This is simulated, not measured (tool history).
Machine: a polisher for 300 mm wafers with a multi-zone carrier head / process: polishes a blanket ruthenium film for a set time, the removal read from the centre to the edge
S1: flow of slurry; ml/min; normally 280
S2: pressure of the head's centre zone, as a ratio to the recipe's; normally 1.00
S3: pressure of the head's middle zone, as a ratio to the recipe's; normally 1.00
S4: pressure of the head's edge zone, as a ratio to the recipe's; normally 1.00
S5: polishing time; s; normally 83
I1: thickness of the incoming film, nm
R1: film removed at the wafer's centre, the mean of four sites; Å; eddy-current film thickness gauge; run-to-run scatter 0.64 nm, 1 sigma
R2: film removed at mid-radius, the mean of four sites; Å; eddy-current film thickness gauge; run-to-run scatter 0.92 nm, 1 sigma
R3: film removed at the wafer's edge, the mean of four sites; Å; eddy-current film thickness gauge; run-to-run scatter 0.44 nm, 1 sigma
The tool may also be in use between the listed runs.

{"run": 1, "hour": 0.0, "S1": 280, "S2": 1.0, "S3": 1.0, "S4": 1.05, "S5": 83, "I1": 417.0, "R1": 641, "R2": 639, "R3": 651}
{"run": 2, "hour": 38.7, "S1": 280, "S2": 1.0, "S3": 1.0, "S4": 1.05, "S5": 83, "I1": 415.8, "R1": 634, "R2": 637, "R3": 649}
{"run": 3, "hour": 66.6, "S1": 280, "S2": 1.0, "S3": 1.0, "S4": 1.05, "S5": 83, "I1": 417.9, "R1": 630, "R2": 618, "R3": 645}
{"run": 4, "hour": 85.6, "S1": 280, "S2": 0.97, "S3": 1.0, "S4": 1.0, "S5": 83, "I1": 420.6, "R1": 622, "R2": 618, "R3": 629}
{"hour": 111.8, "done": "edge zone pressure recalibrated"}
{"run": 5, "hour": 113.4, "S1": 280, "S2": 0.97, "S3": 1.0, "S4": 1.0, "S5": 83, "I1": 420.3, "R1": 613, "R2": 623, "R3": 629}
{"hour": 132.9, "done": "worn pad replaced by a new one"}
{"run": 6, "hour": 148.8, "S1": 280, "S2": 1.0, "S3": 1.0, "S4": 1.0, "S5": 83, "I1": 417.4, "R1": 623, "R2": 629, "R3": 632}
{"run": 7, "hour": 179.5, "S1": 280, "S2": 1.0, "S3": 1.0, "S4": 1.0, "S5": 83, "I1": 428.8, "R1": 632, "R2": 639, "R3": 614}
{"run": 8, "hour": 192.0, "S1": 280, "S2": 1.0, "S3": 1.0, "S4": 1.0, "S5": 83, "I1": 421.0, "R1": 622, "R2": 638, "R3": 621}
{"run": 9, "hour": 206.5, "S1": 280, "S2": 1.0, "S3": 1.0, "S4": 1.0, "S5": 83, "I1": 418.8, "R1": 618, "R2": 621, "R3": 624}
{"hour": 212.1, "done": "carrier head's membrane replaced by a new one"}
{"run": 10, "hour": 224.1, "S1": 280, "S2": 1.0, "S3": 1.0, "S4": 1.08, "S5": 63, "I1": 414.7, "R1": 472, "R2": 471, "R3": 485}
{"hour": 244.8, "done": "worn pad replaced by a new one"}
{"run": 11, "hour": 246.9, "S1": 280, "S2": 1.0, "S3": 1.11, "S4": 1.04, "S5": 83, "I1": 422.8, "R1": 616, "R2": 672, "R3": 635}
{"hour": 313.0, "done": "slurry nozzle cleaned"}
{"run": 12, "hour": 319.1, "S1": 280, "S2": 0.96, "S3": 0.96, "S4": 1.0, "S5": 63, "I1": 412.8, "R1": 480, "R2": 484, "R3": 491}
{"run": 13, "hour": 353.7, "S1": 205, "S2": 0.91, "S3": 1.05, "S4": 1.0, "S5": 71, "I1": 417.7, "R1": 485, "R2": 548, "R3": 524}
{"hour": 368.3, "done": "centre zone pressure recalibrated"}
{"run": 14, "hour": 371.9, "S1": 280, "S2": 1.0, "S3": 1.0, "S4": 1.05, "S5": 83, "I1": 414.2, "R1": 639, "R2": 618, "R3": 643}
{"hour": 392.7, "done": "worn pad replaced by a new one"}
{"run": 15, "hour": 399.2, "S1": 280, "S2": 1.0, "S3": 1.0, "S4": 1.0, "S5": 63, "I1": 416.8, "R1": 481, "R2": 490, "R3": 475}
{"run": 16, "hour": 419.3, "S1": 250, "S2": 1.04, "S3": 1.06, "S4": 0.9, "S5": 83, "I1": 417.3, "R1": 639, "R2": 650, "R3": 596}
{"run": 17, "hour": 433.6, "S1": 190, "S2": 1.11, "S3": 1.0, "S4": 1.09, "S5": 105, "I1": 417.0, "R1": 825, "R2": 743, "R3": 785}
{"run": 18, "hour": 449.6, "S1": 280, "S2": 1.0, "S3": 1.0, "S4": 1.0, "S5": 83, "I1": 425.7, "R1": 628, "R2": 615, "R3": 633}
{"run": 19, "hour": 488.3, "S1": 280, "S2": 1.03, "S3": 1.0, "S4": 1.0, "S5": 75, "I1": 423.7, "R1": 587, "R2": 587, "R3": 569}
{"run": 20, "hour": 509.9, "S1": 280, "S2": 1.0, "S3": 1.0, "S4": 0.88, "S5": 83, "I1": 415.9, "R1": 634, "R2": 643, "R3": 597}
{"hour": 518.8, "done": "worn pad replaced by a new one"}
{"run": 21, "hour": 540.7, "S1": 280, "S2": 1.0, "S3": 1.0, "S4": 1.05, "S5": 83, "I1": 416.9, "R1": 635, "R2": 635, "R3": 642}
{"run": 22, "hour": 563.0, "S1": 280, "S2": 1.0, "S3": 1.0, "S4": 1.0, "S5": 83, "I1": 417.9, "R1": 626, "R2": 617, "R3": 624}

Each row is a separate what-if for the run after 22, all from the same tool condition, not one after another. Results?
{"run": "A", "hour": 563.4, "S1": 280, "S2": 1.0, "S3": 1.0, "S4": 1.0, "S5": 83, "I1": 417.2, "R1": "?", "R2": "?", "R3": "?"}
{"run": "B", "hour": 563.4, "S1": 220, "S2": 1.0, "S3": 1.0, "S4": 1.0, "S5": 58, "I1": 417.2, "R1": "?", "R2": "?", "R3": "?"}
{"run": "C", "hour": 563.4, "S1": 340, "S2": 1.0, "S3": 0.9, "S4": 1.0, "S5": 98, "I1": 417.2, "R1": "?", "R2": "?", "R3": "?"}
{"run": "D", "hour": 563.4, "S1": 280, "S2": 1.0, "S3": 1.08, "S4": 1.0, "S5": 83, "I1": 417.2, "R1": "?", "R2": "?", "R3": "?"}

run=A R1=625 R2=631 R3=627
run=B R1=415 R2=422 R3=424
run=C R1=761 R2=701 R3=756
run=D R1=625 R2=674 R3=626
Without the tool's hidden state the same runs would have given:
run=A R1=656 R2=659 R3=647
run=B R1=443 R2=446 R3=442
run=C R1=791 R2=727 R3=777
run=D R1=656 R2=704 R3=647
